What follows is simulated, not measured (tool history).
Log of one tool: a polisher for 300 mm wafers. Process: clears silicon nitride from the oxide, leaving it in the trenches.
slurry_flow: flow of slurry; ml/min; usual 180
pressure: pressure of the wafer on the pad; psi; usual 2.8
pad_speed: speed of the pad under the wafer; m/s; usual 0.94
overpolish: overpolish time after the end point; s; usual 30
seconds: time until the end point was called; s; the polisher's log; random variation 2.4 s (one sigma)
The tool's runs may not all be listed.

run	hour	slurry_flow	pressure	pad_speed	overpolish	incoming thickness of the incoming film, nm	seconds
1	0	140	2.4	0.94	30	114.5	194.4
2	23.9	140	2.4	0.94	30	114.5	191.4
# hour 52.1: worn pad replaced by a new one
3	53.9	140	2.4	0.94	30	116.3	196
4	87.1	180	2.8	0.94	30	113.1	166.9
5	99.8	180	2.8	0.94	30	114.3	169.8
6	205.8	180	2.8	0.94	30	113.3	171.5
# hour 212.2: worn pad replaced by a new one
7	293.4	180	2.8	0.94	30	113.4	180.2
# hour 295.9: slurry nozzle cleaned
8	316.4	180	2.8	0.94	30	114	155
9	340.7	180	2.8	0.94	30	115.9	159.9
# hour 348.6: worn pad replaced by a new one
10	365.3	180	2.8	0.94	30	116.9	156.7
11	378.2	180	3.1	0.94	30	112.8	141.9
12	405.9	180	2.8	0.94	30	113.8	149.4
13	436	200	3.2	0.94	21	115.6	140
14	454.3	180	2.8	0.94	30	116.7	155.5
15	482.4	180	2.8	0.94	46	116.4	155.2
# hour 492.8: worn pad replaced by a new one
# hour 498: head pressure recalibrated
16	498.5	140	2.4	0.94	30	115.5	184.9
17	528.9	215	2.8	0.8	30	114.3	175.7
18	557	180	2.8	0.94	42	113.7	156.5
19	592.4	235	3.2	0.68	20	115.1	200.6
# hour 614.5: worn pad replaced by a new one
20	628.1	210	2.8	0.94	30	115.6	153.2
21	655.9	140	2.4	0.94	30	117.5	190.9

4 ways to go on from here, each from the tool as it stands after run 21. What would each give?
A	656.4	180	2.8	0.94	30	116.8	?
B	656.4	180	2.2	1.24	40	116.8	?
C	656.4	140	2	0.7	41	116.8	?
D	656.4	180	3.4	0.94	30	116.8	?

run	seconds
A	159
B	138.3
C	271.6
D	140.9
Without the tool's hidden state the same runs would have given:
run	seconds
A	157.9
B	137.3
C	268.1
D	139.9
